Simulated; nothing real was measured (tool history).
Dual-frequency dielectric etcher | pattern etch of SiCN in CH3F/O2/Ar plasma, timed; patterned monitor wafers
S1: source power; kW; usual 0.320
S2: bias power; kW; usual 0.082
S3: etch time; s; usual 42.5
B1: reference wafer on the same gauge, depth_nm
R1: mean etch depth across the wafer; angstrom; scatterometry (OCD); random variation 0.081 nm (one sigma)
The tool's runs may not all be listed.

run,hour,S1,S2,S3,B1,R1
1,0.0,0.320,0.068,42.5,12.38,137.1
2,35.2,0.360,0.082,42.5,12.41,151.2
3,48.9,0.320,0.082,42.5,12.40,145.0
4,76.8,0.320,0.089,42.5,12.40,149.3
5,107.5,0.320,0.082,42.5,12.41,145.3
6,127.6,0.320,0.082,42.5,12.41,144.1
7,201.0,0.320,0.082,42.5,12.40,144.2
# hour 231.4: wet clean of the chamber
8,231.9,0.320,0.082,42.5,12.41,151.0
9,235.5,0.290,0.082,42.5,12.41,147.3
# hour 269.6: source power generator calibrated
10,270.1,0.320,0.082,42.5,12.40,151.2
# hour 280.2: bias power generator calibrated
11,280.7,0.320,0.082,42.5,12.40,149.1
12,309.7,0.240,0.072,51.0,12.39,158.9
13,339.2,0.240,0.097,52.0,12.40,179.7
14,354.8,0.290,0.102,42.5,12.39,158.7
# hour 366.0: gauge calibrated
# hour 412.1: upper electrode replaced
15,412.6,0.270,0.068,42.5,12.41,132.7
16,413.0,0.250,0.076,38.0,12.40,120.4
17,427.5,0.240,0.063,31.0,12.40,91.8
18,459.7,0.320,0.094,54.5,12.41,200.3
19,475.6,0.300,0.082,42.5,12.41,145.0
20,509.6,0.320,0.094,54.5,12.40,198.7
21,523.8,0.320,0.082,42.5,12.40,147.0
22,544.9,0.250,0.076,34.5,12.41,108.0

Forecast each of these 5 alternatives for the next run:
A,545.3,0.270,0.082,42.5,?,?
B,545.3,0.250,0.073,46.0,?,?
C,545.3,0.340,0.082,42.5,?,?
D,545.3,0.320,0.096,42.5,?,?
E,545.3,0.320,0.098,42.5,?,?

run,B1,R1
A,12.40,139.9
B,12.40,142.3
C,12.40,148.9
D,12.40,155.3
E,12.40,156.5
Without the tool's hidden state the same runs would have given:
run,R1
A,144.0
B,146.4
C,153.2
D,159.8
E,161.1
